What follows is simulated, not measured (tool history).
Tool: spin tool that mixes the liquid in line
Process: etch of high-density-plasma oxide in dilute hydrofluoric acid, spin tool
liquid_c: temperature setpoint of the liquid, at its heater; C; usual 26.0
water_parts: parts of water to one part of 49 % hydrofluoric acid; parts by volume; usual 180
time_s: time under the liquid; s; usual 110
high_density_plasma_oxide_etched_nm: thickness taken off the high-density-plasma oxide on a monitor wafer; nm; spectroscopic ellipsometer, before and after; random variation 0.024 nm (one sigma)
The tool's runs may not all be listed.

run	hour	liquid_c	water_parts	time_s	read-back film thickness of the high-density-plasma oxide reference wafer, read on the same gauge (nm)	high_density_plasma_oxide_etched_nm
1	0.0	26.0	180	110	105.702	3.934
# hour 1.6: thermometer replaced
2	45.3	28.5	225	110	105.670	3.277
3	119.1	28.5	225	110	105.590	3.304
4	220.0	28.5	225	110	105.467	3.303
5	398.2	26.0	180	70	105.208	2.527
6	486.9	26.0	180	70	105.058	2.492
# hour 489.8: gauge calibrated
7	564.4	26.0	180	70	110.498	2.615
8	642.1	26.0	180	110	110.440	4.148
9	710.5	26.0	180	110	110.349	4.174
10	798.8	28.0	135	170	110.219	9.613
11	892.7	26.0	180	110	110.069	4.148
12	997.6	24.0	270	90	109.948	1.883
13	1075.5	29.0	180	110	109.831	4.632
# hour 1118.1: hydrofluoric acid flow meter replaced
14	1127.0	26.0	180	110	109.769	4.167
15	1177.9	26.0	180	70	109.692	2.614
16	1285.7	26.0	260	110	109.559	2.623
17	1345.2	26.0	180	110	109.433	4.062
18	1388.5	30.5	145	150	109.429	8.513
19	1444.0	26.0	180	55	109.359	2.029
20	1545.4	26.0	130	170	109.231	9.339
# hour 1613.4: thermometer replaced
21	1620.0	26.0	180	165	109.143	6.189
22	1687.2	28.0	180	130	109.019	5.198
23	1749.9	30.0	110	130	108.994	9.945
24	1814.6	28.0	130	110	108.879	6.521
25	1911.4	26.0	135	175	108.779	9.121
26	1974.7	26.0	255	110	108.667	2.632
27	2080.8	26.0	115	160	108.532	9.984
28	2186.1	23.5	240	110	108.372	2.597
29	2256.8	26.0	180	110	108.300	4.081
30	2325.9	26.0	180	150	108.196	5.544
# hour 2383.2: hydrofluoric acid flow meter replaced
31	2384.5	26.0	180	140	108.114	5.157

4 ways to go on from here, each from the tool as it stands after run 31. What would each give?
A	2384.9	21.0	180	110	?	?
B	2384.9	26.0	235	145	?	?
C	2384.9	27.5	145	155	?	?
D	2384.9	28.5	100	155	?	?

run	read-back film thickness of the high-density-plasma oxide reference wafer, read on the same gauge (nm)	high_density_plasma_oxide_etched_nm
A	108.098	3.334
B	108.098	3.821
C	108.098	7.758
D	108.098	12.385
Without the tool's hidden state the same runs would have given:
run	high_density_plasma_oxide_etched_nm
A	3.392
B	3.888
C	7.894
D	12.602

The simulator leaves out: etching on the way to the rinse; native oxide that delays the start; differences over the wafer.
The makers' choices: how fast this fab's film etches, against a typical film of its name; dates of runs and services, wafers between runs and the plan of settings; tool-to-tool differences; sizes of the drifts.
